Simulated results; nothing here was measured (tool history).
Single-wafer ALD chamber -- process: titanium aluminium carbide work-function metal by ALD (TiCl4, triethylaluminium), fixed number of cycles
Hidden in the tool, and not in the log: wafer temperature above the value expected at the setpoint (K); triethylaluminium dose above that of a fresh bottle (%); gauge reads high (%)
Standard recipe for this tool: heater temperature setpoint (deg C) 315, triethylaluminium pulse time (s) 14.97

run   hour  heater temperature setpoint (deg C)  triethylaluminium pulse time (s)  wafers since the last listed run  hours since the last thermocouple change  hours since the last triethylaluminium bottle change  hours since the showerhead was replaced  hours since the gauge calibration  read-back reference wafer on the same gauge, thickness_nm  mean film thickness on the monitor wafer (angstrom)
  1    0.0                                  315                             18.34                                 0                                    1848.1                                                1515.4                                   2995.7                                1.4                                                      2.769                                                24.76
  2   12.2                                  309                             11.49                               157                                    1860.3                                                1527.6                                   3007.9                               13.6                                                      2.769                                                23.63
  3   29.1                                  309                             11.49                               217                                    1877.2                                                1544.5                                   3024.8                               30.5                                                      2.770                                                23.69
  4   43.1                                  309                             11.49                               180                                    1891.2                                                1558.5                                   3038.8                               44.5                                                      2.770                                                23.74
  5   53.5                                  322                             18.93                               134                                    1901.6                                                1568.9                                   3049.2                               54.9                                                      2.767                                                25.64
  6   59.8                                  315                             14.97                                81                                    1907.9                                                1575.2                                   3055.5                               61.2                                                      2.772                                                24.64
  7   71.1                                  322                             19.38                               145                                    1919.2                                                1586.5                                   3066.8                               72.5                                                      2.772                                                25.56
  8   80.8                                  322                             19.38                               125                                    1928.9                                                1596.2                                   3076.5                               82.2                                                      2.769                                                25.59
  9   96.7                                  322                             19.38                               205                                    1944.8                                                1612.1                                   3092.4                               98.1                                                      2.771                                                25.62
     112.8  -- thermocouple changed; heater temperature recalibrated
 10  113.9                                  326                             19.56                               118                                       1.1                                                1629.3                                   3109.6                              115.3                                                      2.770                                                26.01
 11  123.7                                  308                              8.99                               126                                      10.9                                                1639.1                                   3119.4                              125.1                                                      2.770                                                23.17
 12  131.0                                  308                             19.88                                94                                      18.2                                                1646.4                                   3126.7                              132.4                                                      2.770                                                23.95
 13  143.3                                  324                             20.01                               158                                      30.5                                                1658.7                                   3139.0                              144.7                                                      2.770                                                25.67
 14  152.6                                  311                             14.97                               119                                      39.8                                                1668.0                                   3148.3                              154.0                                                      2.770                                                24.29
     153.6  -- gauge calibrated
 15  165.6                                  326                             18.10                               167                                      52.8                                                1681.0                                   3161.3                               12.0                                                      2.769                                                25.94
     185.3  -- triethylaluminium bottle replaced
     216.0  -- showerhead replaced
 16  216.5                                  315                             14.97                               450                                     103.7                                                  31.2                                      0.5                               62.9                                                      2.770                                                24.60

What does the tool deliver on the next run?
 17  223.7                                  323                             20.51                                92                                     110.9                                                  38.4                                      7.7                               70.1                                                          ?                                                    ?

Run 17 produced read-back reference wafer on the same gauge, thickness_nm 2.769, mean film thickness on the monitor wafer (angstrom) 25.64.
If the tool had no hidden condition, the same run with the same run-to-run variation would have returned mean film thickness on the monitor wafer (angstrom) 25.64.
